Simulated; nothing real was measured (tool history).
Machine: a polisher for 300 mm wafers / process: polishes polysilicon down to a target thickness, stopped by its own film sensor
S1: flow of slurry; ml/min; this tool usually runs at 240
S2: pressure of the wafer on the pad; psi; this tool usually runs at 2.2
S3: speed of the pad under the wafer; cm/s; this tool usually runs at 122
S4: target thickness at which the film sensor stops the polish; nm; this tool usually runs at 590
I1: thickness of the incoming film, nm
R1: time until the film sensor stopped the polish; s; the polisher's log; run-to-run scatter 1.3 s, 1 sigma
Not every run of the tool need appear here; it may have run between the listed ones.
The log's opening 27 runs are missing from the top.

run 28 day=50.492 | S1=240 S2=2.8 S3=122 S4=590 | I1=1312.5 | R1=86.7
-- day=51.029 worn pad replaced by a new one
-- day=51.238 head pressure recalibrated
run 29 day=52.350 | S1=240 S2=1.9 S3=140 S4=342 | I1=1322.4 | R1=137.8
run 30 day=53.942 | S1=290 S2=2.2 S3=122 S4=590 | I1=1318.1 | R1=101.5
run 31 day=56.846 | S1=240 S2=2.8 S3=122 S4=760 | I1=1297.2 | R1=62.7
run 32 day=58.588 | S1=240 S2=2.2 S3=156 S4=590 | I1=1324.1 | R1=86.3
run 33 day=60.783 | S1=285 S2=2.2 S3=122 S4=590 | I1=1303.0 | R1=106.2
run 34 day=62.058 | S1=240 S2=2.2 S3=122 S4=590 | I1=1332.2 | R1=107.9
-- day=62.733 worn pad replaced by a new one
run 35 day=63.154 | S1=290 S2=2.2 S3=122 S4=590 | I1=1308.2 | R1=99.6
-- day=64.642 slurry nozzle cleaned
run 36 day=65.433 | S1=240 S2=2.2 S3=122 S4=590 | I1=1327.8 | R1=105.8
run 37 day=68.375 | S1=240 S2=2.7 S3=160 S4=590 | I1=1312.4 | R1=65.2

Branching from run 37: 3 alternative next runs. What would each branch give?
run A day=68.396 | S1=240 S2=2.2 S3=122 S4=395 | I1=1309.1 | R1=?
run B day=68.396 | S1=190 S2=2.2 S3=90 S4=394 | I1=1309.1 | R1=?
run C day=68.396 | S1=270 S2=2.2 S3=122 S4=442 | I1=1309.1 | R1=?

run=A R1=133.4
run=B R1=184.8
run=C R1=125.3
Stripped of hidden state, with their random variation kept, the same runs would have yielded:
run=A R1=128.2
run=B R1=177.6
run=C R1=120.4
